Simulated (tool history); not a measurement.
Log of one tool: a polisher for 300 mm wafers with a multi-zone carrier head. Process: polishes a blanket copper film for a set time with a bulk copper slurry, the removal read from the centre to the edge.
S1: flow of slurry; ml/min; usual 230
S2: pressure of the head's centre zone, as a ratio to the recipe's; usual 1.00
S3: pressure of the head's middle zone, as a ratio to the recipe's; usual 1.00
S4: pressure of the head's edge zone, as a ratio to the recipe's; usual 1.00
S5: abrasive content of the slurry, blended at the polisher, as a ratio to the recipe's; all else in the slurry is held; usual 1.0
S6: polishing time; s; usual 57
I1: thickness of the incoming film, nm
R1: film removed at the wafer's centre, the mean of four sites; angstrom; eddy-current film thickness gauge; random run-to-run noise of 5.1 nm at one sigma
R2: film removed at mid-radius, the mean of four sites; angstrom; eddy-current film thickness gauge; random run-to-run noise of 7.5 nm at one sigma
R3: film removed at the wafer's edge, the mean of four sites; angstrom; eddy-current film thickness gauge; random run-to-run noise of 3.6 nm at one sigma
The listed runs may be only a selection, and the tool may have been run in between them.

{"run": 1, "hour": 0.0, "S1": 165, "S2": 1.0, "S3": 0.97, "S4": 1.0, "S5": 1.0, "S6": 57, "I1": 3905.6, "R1": 5283, "R2": 5149, "R3": 5431}
{"run": 2, "hour": 15.5, "S1": 165, "S2": 1.0, "S3": 0.97, "S4": 1.0, "S5": 1.0, "S6": 57, "I1": 4026.2, "R1": 5250, "R2": 5256, "R3": 5461}
{"run": 3, "hour": 29.3, "S1": 230, "S2": 1.0, "S3": 0.92, "S4": 1.0, "S5": 1.0, "S6": 57, "I1": 3950.6, "R1": 5595, "R2": 5199, "R3": 5638}
{"run": 4, "hour": 42.0, "S1": 180, "S2": 1.0, "S3": 1.0, "S4": 1.0, "S5": 1.0, "S6": 57, "I1": 3982.3, "R1": 5349, "R2": 5626, "R3": 5489}
{"run": 5, "hour": 49.4, "S1": 230, "S2": 0.89, "S3": 1.0, "S4": 1.0, "S5": 1.0, "S6": 57, "I1": 3968.9, "R1": 5028, "R2": 5582, "R3": 5643}
{"run": 6, "hour": 64.7, "S1": 230, "S2": 1.0, "S3": 1.0, "S4": 1.0, "S5": 1.0, "S6": 57, "I1": 3928.4, "R1": 5627, "R2": 5642, "R3": 5665}
{"run": 7, "hour": 91.8, "S1": 285, "S2": 1.0, "S3": 1.0, "S4": 1.0, "S5": 1.0, "S6": 57, "I1": 3966.4, "R1": 5798, "R2": 5718, "R3": 5779}
{"run": 8, "hour": 100.5, "S1": 230, "S2": 1.0, "S3": 0.9, "S4": 0.89, "S5": 1.0, "S6": 57, "I1": 3963.8, "R1": 5666, "R2": 5171, "R3": 5398}
{"run": 9, "hour": 115.2, "S1": 290, "S2": 1.0, "S3": 1.04, "S4": 1.0, "S5": 1.0, "S6": 57, "I1": 4002.7, "R1": 5861, "R2": 6005, "R3": 5828}
{"run": 10, "hour": 127.8, "S1": 230, "S2": 1.11, "S3": 0.97, "S4": 1.0, "S5": 1.0, "S6": 57, "I1": 3928.8, "R1": 6240, "R2": 5586, "R3": 5672}
{"run": 11, "hour": 142.4, "S1": 230, "S2": 1.0, "S3": 1.0, "S4": 1.0, "S5": 1.0, "S6": 57, "I1": 3928.4, "R1": 5701, "R2": 5606, "R3": 5700}
{"run": 12, "hour": 153.6, "S1": 230, "S2": 1.0, "S3": 1.0, "S4": 1.0, "S5": 1.0, "S6": 57, "I1": 3992.0, "R1": 5562, "R2": 5641, "R3": 5737}
{"run": 13, "hour": 173.4, "S1": 230, "S2": 1.0, "S3": 1.0, "S4": 0.95, "S5": 1.0, "S6": 57, "I1": 3924.3, "R1": 5637, "R2": 5799, "R3": 5572}
{"run": 14, "hour": 182.1, "S1": 230, "S2": 0.88, "S3": 1.07, "S4": 1.08, "S5": 1.0, "S6": 69, "I1": 4017.9, "R1": 5866, "R2": 7292, "R3": 7139}
{"run": 15, "hour": 196.8, "S1": 200, "S2": 0.89, "S3": 1.1, "S4": 1.0, "S5": 1.0, "S6": 49, "I1": 3900.8, "R1": 4175, "R2": 5313, "R3": 4781}
{"run": 16, "hour": 204.9, "S1": 185, "S2": 1.0, "S3": 1.0, "S4": 0.97, "S5": 1.0, "S6": 57, "I1": 3981.7, "R1": 5334, "R2": 5519, "R3": 5415}
{"run": 17, "hour": 215.2, "S1": 200, "S2": 0.89, "S3": 1.1, "S4": 1.0, "S5": 1.0, "S6": 49, "I1": 4024.5, "R1": 4233, "R2": 5211, "R3": 4778}
{"run": 18, "hour": 230.2, "S1": 230, "S2": 1.0, "S3": 1.0, "S4": 1.09, "S5": 0.7, "S6": 42, "I1": 4015.4, "R1": 3825, "R2": 3831, "R3": 4038}
{"run": 19, "hour": 239.2, "S1": 230, "S2": 1.06, "S3": 1.0, "S4": 1.0, "S5": 1.0, "S6": 76, "I1": 3989.1, "R1": 7943, "R2": 7543, "R3": 7578}
{"run": 20, "hour": 258.2, "S1": 230, "S2": 1.0, "S3": 1.1, "S4": 1.0, "S5": 1.0, "S6": 57, "I1": 3962.0, "R1": 5643, "R2": 6351, "R3": 5685}
{"run": 21, "hour": 283.6, "S1": 230, "S2": 1.11, "S3": 1.04, "S4": 1.0, "S5": 0.9, "S6": 57, "I1": 3993.8, "R1": 6236, "R2": 5742, "R3": 5533}
{"run": 22, "hour": 295.2, "S1": 195, "S2": 1.0, "S3": 1.0, "S4": 1.0, "S5": 1.0, "S6": 49, "I1": 3875.6, "R1": 4667, "R2": 4780, "R3": 4772}

Missing from the log above: 4 entries noted between runs. For each, name the pair of listed runs it sits between and say how the tool's hidden condition differs from the listed run just before to the listed run just after:
In the gap between runs 5 and 6: worn pad replaced by a new one (hour 60.2)
  both runs share identical hidden conditions
In the gap between runs 8 and 9: centre zone pressure recalibrated (hour 105.5)
  both runs share identical hidden conditions
In the gap between runs 12 and 13: worn pad replaced by a new one (hour 172.9)
  both runs share identical hidden conditions
In the gap between runs 20 and 21: worn pad replaced by a new one (hour 283.1)
  both runs share identical hidden conditions
